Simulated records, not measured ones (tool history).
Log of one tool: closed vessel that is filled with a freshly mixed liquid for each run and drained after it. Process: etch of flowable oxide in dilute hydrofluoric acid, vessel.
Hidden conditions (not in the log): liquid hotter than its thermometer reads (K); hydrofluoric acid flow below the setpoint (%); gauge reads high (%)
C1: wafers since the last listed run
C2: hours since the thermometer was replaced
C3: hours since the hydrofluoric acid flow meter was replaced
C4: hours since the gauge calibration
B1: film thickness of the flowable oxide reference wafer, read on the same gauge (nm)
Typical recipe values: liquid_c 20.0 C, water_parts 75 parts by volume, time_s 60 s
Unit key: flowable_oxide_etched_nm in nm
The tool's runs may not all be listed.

Run 1, hour 0.0: usual settings; C1 0; C2 198.5; C3 1177.7; C4 577.5; B1 40.00. Result: flowable_oxide_etched_nm 36.22 nm.
Run 2, hour 94.4: usual settings; C1 8323; C2 292.9; C3 1272.1; C4 671.9; B1 39.98. Result: flowable_oxide_etched_nm 36.79 nm.
Run 3, hour 137.8: usual settings but time_s 55 s; C1 3826; C2 336.3; C3 1315.5; C4 715.3; B1 39.99. Result: flowable_oxide_etched_nm 33.35 nm.
Run 4, hour 385.6: usual settings but time_s 55 s; C1 21848; C2 584.1; C3 1563.3; C4 963.1; B1 39.96. Result: flowable_oxide_etched_nm 33.44 nm.
Run 5, hour 463.1: usual settings; C1 6833; C2 661.6; C3 1640.8; C4 1040.6; B1 40.00. Result: flowable_oxide_etched_nm 36.59 nm.
Run 6, hour 513.2: usual settings; C1 4417; C2 711.7; C3 1690.9; C4 1090.7; B1 39.97. Result: flowable_oxide_etched_nm 37.01 nm.
Run 7, hour 558.7: usual settings; C1 4011; C2 757.2; C3 1736.4; C4 1136.2; B1 40.01. Result: flowable_oxide_etched_nm 37.11 nm.
At hour 565.6: thermometer replaced.
Run 8, hour 638.5: usual settings; C1 6947; C2 72.9; C3 1816.2; C4 1216.0; B1 39.99. Result: flowable_oxide_etched_nm 34.93 nm.
Run 9, hour 701.6: usual settings; C1 5563; C2 136.0; C3 1879.3; C4 1279.1; B1 40.01. Result: flowable_oxide_etched_nm 35.21 nm.
At hour 716.2: gauge calibrated.
Run 10, hour 770.2: usual settings but liquid_c 18.0 C, water_parts 55 parts by volume; C1 6048; C2 204.6; C3 1947.9; C4 54.0; B1 39.99. Result: flowable_oxide_etched_nm 45.11 nm.
Run 11, hour 821.6: usual settings but water_parts 100 parts by volume, time_s 30 s; C1 4531; C2 256.0; C3 1999.3; C4 105.4; B1 39.99. Result: flowable_oxide_etched_nm 12.84 nm.
At hour 876.2: hydrofluoric acid flow meter replaced.
Run 12, hour 1135.8: usual settings but liquid_c 21.5 C, water_parts 90 parts by volume, time_s 90 s; C1 27614; C2 570.2; C3 259.6; C4 419.6; B1 39.99. Result: flowable_oxide_etched_nm 50.27 nm.
At hour 1248.1: thermometer replaced.
Run 13, hour 1376.3: usual settings but time_s 90 s; C1 21116; C2 128.2; C3 500.1; C4 660.1; B1 39.96. Result: flowable_oxide_etched_nm 54.85 nm.
Run 14, hour 1481.2: usual settings but liquid_c 24.0 C, time_s 85 s; C1 9249; C2 233.1; C3 605.0; C4 765.0; B1 40.01. Result: flowable_oxide_etched_nm 61.49 nm.
Run 15, hour 1572.4: usual settings but time_s 70 s; C1 8041; C2 324.3; C3 696.2; C4 856.2; B1 40.01. Result: flowable_oxide_etched_nm 43.97 nm.
Run 16, hour 1625.6: usual settings but liquid_c 17.5 C; C1 4690; C2 377.5; C3 749.4; C4 909.4; B1 39.99. Result: flowable_oxide_etched_nm 33.52 nm.
Run 17, hour 1675.7: usual settings; C1 4417; C2 427.6; C3 799.5; C4 959.5; B1 40.00. Result: flowable_oxide_etched_nm 37.32 nm.
Run 18, hour 1741.8: usual settings; C1 5828; C2 493.7; C3 865.6; C4 1025.6; B1 39.99. Result: flowable_oxide_etched_nm 37.78 nm.
Run 19, hour 1803.3: usual settings but liquid_c 17.5 C, water_parts 115 parts by volume, time_s 40 s; C1 5422; C2 555.2; C3 927.1; C4 1087.1; B1 40.00. Result: flowable_oxide_etched_nm 13.92 nm.

For each run, the measured value with the value that run would have given without the tool's hidden condition subtracted. The run-to-run variation is shared by both, the gauge scatter possibly not:
run  flowable_oxide_etched_nm
  1                     -0.96
  2                     -0.84
  3                     -0.69
  4                     -0.35
  5                     -0.27
  6                     -0.20
  7                     -0.14
  8                     -1.96
  9                     -1.89
 10                     -2.19
 11                     -0.65
 12                     +1.49
 13                     -0.24
 14                     -0.07
 15                     +0.16
 16                     +0.22
 17                     +0.29
 18                     +0.40
 19                     +0.16
